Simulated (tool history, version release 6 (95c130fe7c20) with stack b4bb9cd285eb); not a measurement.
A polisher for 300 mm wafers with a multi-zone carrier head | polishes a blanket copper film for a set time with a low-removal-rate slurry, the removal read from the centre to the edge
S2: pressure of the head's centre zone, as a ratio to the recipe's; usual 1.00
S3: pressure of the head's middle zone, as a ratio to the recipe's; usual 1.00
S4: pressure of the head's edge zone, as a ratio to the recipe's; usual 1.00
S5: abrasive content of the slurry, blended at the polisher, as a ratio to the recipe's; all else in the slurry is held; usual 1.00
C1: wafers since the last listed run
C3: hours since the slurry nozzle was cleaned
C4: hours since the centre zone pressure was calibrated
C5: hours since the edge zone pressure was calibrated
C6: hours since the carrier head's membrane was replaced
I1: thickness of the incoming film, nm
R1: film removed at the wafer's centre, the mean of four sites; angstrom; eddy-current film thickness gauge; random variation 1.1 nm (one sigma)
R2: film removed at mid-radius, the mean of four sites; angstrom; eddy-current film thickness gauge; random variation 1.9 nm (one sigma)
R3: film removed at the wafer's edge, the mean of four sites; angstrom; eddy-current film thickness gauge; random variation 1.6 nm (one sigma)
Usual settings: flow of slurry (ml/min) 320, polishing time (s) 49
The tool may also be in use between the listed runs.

{"run": 1, "hour": 0.0, "flow of slurry (ml/min)": 320, "S2": 1.0, "S3": 1.0, "S4": 1.0, "S5": 1.0, "polishing time (s)": 49, "C1": 0, "wafers polished on this pad": 541, "C3": 209.4, "C4": 803.4, "C5": 354.0, "C6": 48.6, "I1": 752.7, "R1": 1580, "R2": 1588, "R3": 1559}
{"run": 2, "hour": 40.3, "flow of slurry (ml/min)": 400, "S2": 1.0, "S3": 0.92, "S4": 1.0, "S5": 0.75, "polishing time (s)": 57, "C1": 396, "wafers polished on this pad": 937, "C3": 249.7, "C4": 843.7, "C5": 394.3, "C6": 88.9, "I1": 752.8, "R1": 1746, "R2": 1627, "R3": 1744}
{"run": 3, "hour": 72.2, "flow of slurry (ml/min)": 320, "S2": 1.0, "S3": 1.0, "S4": 1.0, "S5": 1.0, "polishing time (s)": 64, "C1": 313, "wafers polished on this pad": 1251, "C3": 281.6, "C4": 875.6, "C5": 426.2, "C6": 120.8, "I1": 753.2, "R1": 2044, "R2": 1992, "R3": 2022}
{"run": 4, "hour": 111.0, "flow of slurry (ml/min)": 320, "S2": 0.92, "S3": 1.03, "S4": 1.12, "S5": 0.9, "polishing time (s)": 49, "C1": 381, "wafers polished on this pad": 1632, "C3": 320.4, "C4": 914.4, "C5": 465.0, "C6": 159.6, "I1": 767.0, "R1": 1402, "R2": 1521, "R3": 1592}
{"run": 5, "hour": 167.7, "flow of slurry (ml/min)": 395, "S2": 1.12, "S3": 1.0, "S4": 0.93, "S5": 1.15, "polishing time (s)": 49, "C1": 557, "wafers polished on this pad": 2190, "C3": 377.1, "C4": 971.1, "C5": 521.7, "C6": 216.3, "I1": 771.6, "R1": 1861, "R2": 1635, "R3": 1536}
{"run": 6, "hour": 234.0, "flow of slurry (ml/min)": 320, "S2": 1.05, "S3": 1.0, "S4": 1.0, "S5": 1.0, "polishing time (s)": 39, "C1": 651, "wafers polished on this pad": 2842, "C3": 443.4, "C4": 1037.4, "C5": 588.0, "C6": 282.6, "I1": 770.9, "R1": 1303, "R2": 1203, "R3": 1208}
{"run": 7, "hour": 269.6, "flow of slurry (ml/min)": 320, "S2": 1.0, "S3": 1.0, "S4": 1.0, "S5": 1.0, "polishing time (s)": 49, "C1": 350, "wafers polished on this pad": 3192, "C3": 479.0, "C4": 1073.0, "C5": 623.6, "C6": 318.2, "I1": 769.9, "R1": 1554, "R2": 1523, "R3": 1529}
{"run": 8, "hour": 320.4, "flow of slurry (ml/min)": 385, "S2": 1.0, "S3": 1.0, "S4": 0.9, "S5": 1.0, "polishing time (s)": 62, "C1": 499, "wafers polished on this pad": 3691, "C3": 529.8, "C4": 1123.8, "C5": 674.4, "C6": 369.0, "I1": 765.6, "R1": 1998, "R2": 1961, "R3": 1858}
{"hour": 321.8, "done": "slurry nozzle cleaned"}
{"hour": 348.5, "done": "centre zone pressure recalibrated"}
{"run": 9, "hour": 362.4, "flow of slurry (ml/min)": 320, "S2": 1.07, "S3": 1.04, "S4": 1.0, "S5": 1.0, "polishing time (s)": 40, "C1": 383, "wafers polished on this pad": 4075, "C3": 40.6, "C4": 13.9, "C5": 716.4, "C6": 411.0, "I1": 767.0, "R1": 1378, "R2": 1292, "R3": 1239}
{"hour": 383.2, "done": "worn pad replaced by a new one"}
{"run": 10, "hour": 407.4, "flow of slurry (ml/min)": 320, "S2": 1.04, "S3": 0.9, "S4": 1.0, "S5": 1.0, "polishing time (s)": 49, "C1": 403, "wafers polished on this pad": 237, "C3": 85.6, "C4": 58.9, "C5": 761.4, "C6": 456.0, "I1": 754.8, "R1": 1673, "R2": 1421, "R3": 1576}
{"run": 11, "hour": 458.7, "flow of slurry (ml/min)": 235, "S2": 1.0, "S3": 1.0, "S4": 1.0, "S5": 1.0, "polishing time (s)": 49, "C1": 504, "wafers polished on this pad": 742, "C3": 136.9, "C4": 110.2, "C5": 812.7, "C6": 507.3, "I1": 755.3, "R1": 1536, "R2": 1486, "R3": 1493}
{"hour": 524.5, "done": "edge zone pressure recalibrated"}
{"run": 12, "hour": 528.1, "flow of slurry (ml/min)": 320, "S2": 0.91, "S3": 1.0, "S4": 1.05, "S5": 0.9, "polishing time (s)": 34, "C1": 662, "wafers polished on this pad": 1405, "C3": 206.3, "C4": 179.6, "C5": 3.6, "C6": 576.7, "I1": 752.3, "R1": 969, "R2": 1027, "R3": 1053}
{"run": 13, "hour": 574.1, "flow of slurry (ml/min)": 360, "S2": 0.94, "S3": 1.0, "S4": 0.97, "S5": 1.0, "polishing time (s)": 32, "C1": 452, "wafers polished on this pad": 1857, "C3": 252.3, "C4": 225.6, "C5": 49.6, "C6": 622.7, "I1": 763.9, "R1": 982, "R2": 1013, "R3": 1007}

Forecast run 14:
{"run": 14, "hour": 613.2, "flow of slurry (ml/min)": 425, "S2": 1.11, "S3": 1.0, "S4": 1.0, "S5": 1.0, "polishing time (s)": 40, "C1": 384, "wafers polished on this pad": 2241, "C3": 291.4, "C4": 264.7, "C5": 88.7, "C6": 661.8, "I1": 757.4, "R1": "?", "R2": "?", "R3": "?"}

Run 14 gave R1 1466 angstrom, R2 1256 angstrom, R3 1293 angstrom.
Without the tool's hidden state the same run would have given R1 1521 angstrom, R2 1304 angstrom, R3 1341 angstrom.
